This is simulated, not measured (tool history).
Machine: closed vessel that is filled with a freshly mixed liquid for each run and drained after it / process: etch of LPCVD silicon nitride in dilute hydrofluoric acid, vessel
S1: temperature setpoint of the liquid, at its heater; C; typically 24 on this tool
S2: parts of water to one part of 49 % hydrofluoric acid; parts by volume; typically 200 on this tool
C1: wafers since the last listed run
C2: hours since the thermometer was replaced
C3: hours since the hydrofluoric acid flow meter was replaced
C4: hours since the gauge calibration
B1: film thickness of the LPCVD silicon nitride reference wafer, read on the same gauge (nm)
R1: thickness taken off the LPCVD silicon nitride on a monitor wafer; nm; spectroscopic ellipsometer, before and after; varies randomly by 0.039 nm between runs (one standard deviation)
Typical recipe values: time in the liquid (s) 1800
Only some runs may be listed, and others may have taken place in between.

Run 1, hour 0: usual settings but S2 145 parts by volume; C1 0; C2 1027.4; C3 754.6; C4 718.5; B1 50.011. Result: R1 5.949 nm.
Run 2, hour 106.6: usual settings; C1 5683; C2 1134; C3 861.2; C4 825.1; B1 49.982. Result: R1 4.236 nm.
Run 3, hour 209.8: usual settings; C1 5502; C2 1237.2; C3 964.4; C4 928.3; B1 49.988. Result: R1 4.307 nm.
Run 4, hour 255.4: usual settings; C1 2431; C2 1282.8; C3 1010; C4 973.9; B1 49.999. Result: R1 4.263 nm.
Run 5, hour 451.5: usual settings; C1 10455; C2 1478.9; C3 1206.1; C4 1170; B1 50.008. Result: R1 4.248 nm.
Run 6, hour 557.9: usual settings but S1 23 C, time in the liquid (s) 2115; C1 5673; C2 1585.3; C3 1312.5; C4 1276.4; B1 49.997. Result: R1 4.75 nm.
At hour 579.6: gauge calibrated.
Run 7, hour 657.6: usual settings; C1 5315; C2 1685; C3 1412.2; C4 78; B1 49.999. Result: R1 4.3 nm.
Run 8, hour 703.3: usual settings; C1 2436; C2 1730.7; C3 1457.9; C4 123.7; B1 49.995. Result: R1 4.288 nm.
Run 9, hour 790.2: usual settings; C1 4633; C2 1817.6; C3 1544.8; C4 210.6; B1 49.999. Result: R1 4.316 nm.
Run 10, hour 834.5: usual settings; C1 2362; C2 1861.9; C3 1589.1; C4 254.9; B1 49.994. Result: R1 4.291 nm.
At hour 880.3: thermometer replaced.
At hour 882.1: hydrofluoric acid flow meter replaced.
Run 11, hour 934.1: usual settings; C1 5203; C2 53.8; C3 52; C4 354.5; B1 49.998. Result: R1 4.29 nm.
Run 12, hour 978.6: usual settings but S1 26 C; C1 2372; C2 98.3; C3 96.5; C4 399; B1 49.969. Result: R1 4.891 nm.
Run 13, hour 1072.3: usual settings but time in the liquid (s) 2435; C1 4995; C2 192; C3 190.2; C4 492.7; B1 50.003. Result: R1 5.76 nm.
Run 14, hour 1161.8: usual settings; C1 4771; C2 281.5; C3 279.7; C4 582.2; B1 49.987. Result: R1 4.209 nm.
Run 15, hour 1244.3: usual settings but S1 22 C, S2 270 parts by volume; C1 4398; C2 364; C3 362.2; C4 664.7; B1 49.99. Result: R1 2.821 nm.
Run 16, hour 1283.5: usual settings but S1 22 C, S2 115 parts by volume; C1 2090; C2 403.2; C3 401.4; C4 703.9; B1 49.996. Result: R1 6.541 nm.
Run 17, hour 1341.4: usual settings but S1 22.5 C, S2 250 parts by volume, time in the liquid (s) 2700; C1 3087; C2 461.1; C3 459.3; C4 761.8; B1 50.007. Result: R1 4.601 nm.
Run 18, hour 1412.1: usual settings but S1 29 C, S2 295 parts by volume, time in the liquid (s) 2250; C1 3769; C2 531.8; C3 530; C4 832.5; B1 50.014. Result: R1 4.923 nm.
Run 19, hour 1480.6: usual settings but S1 22 C, S2 160 parts by volume, time in the liquid (s) 2420; C1 3652; C2 600.3; C3 598.5; C4 901; B1 50.013. Result: R1 6.397 nm.
Run 20, hour 1525.4: usual settings but S2 175 parts by volume; C1 2388; C2 645.1; C3 643.3; C4 945.8; B1 50.018. Result: R1 4.912 nm.
Run 21, hour 1625.2: usual settings but S1 27 C, S2 165 parts by volume, time in the liquid (s) 2795; C1 5321; C2 744.9; C3 743.1; C4 1045.6; B1 49.985. Result: R1 9.784 nm.

Alternative continuations, all from the tool just after run 21; predict every row:
Run A, hour 1626.4: usual settings but time in the liquid (s) 1225; C1 63; C2 746.1; C3 744.3; C4 1046.8; B1 ?. Result: R1 ?.
Run B, hour 1626.4: usual settings but S1 27 C, S2 100 parts by volume, time in the liquid (s) 935; C1 63; C2 746.1; C3 744.3; C4 1046.8; B1 ?. Result: R1 ?.
Run C, hour 1626.4: usual settings but S1 22 C, S2 265 parts by volume, time in the liquid (s) 2215; C1 63; C2 746.1; C3 744.3; C4 1046.8; B1 ?. Result: R1 ?.

run      B1     R1
  A  50.014  2.929
  B  50.014  5.395
  C  50.014  3.538
The same runs, with their run-to-run variation unchanged, on a tool lacking any hidden condition would have given:
run     R1
  A  2.929
  B  5.395
  C  3.538
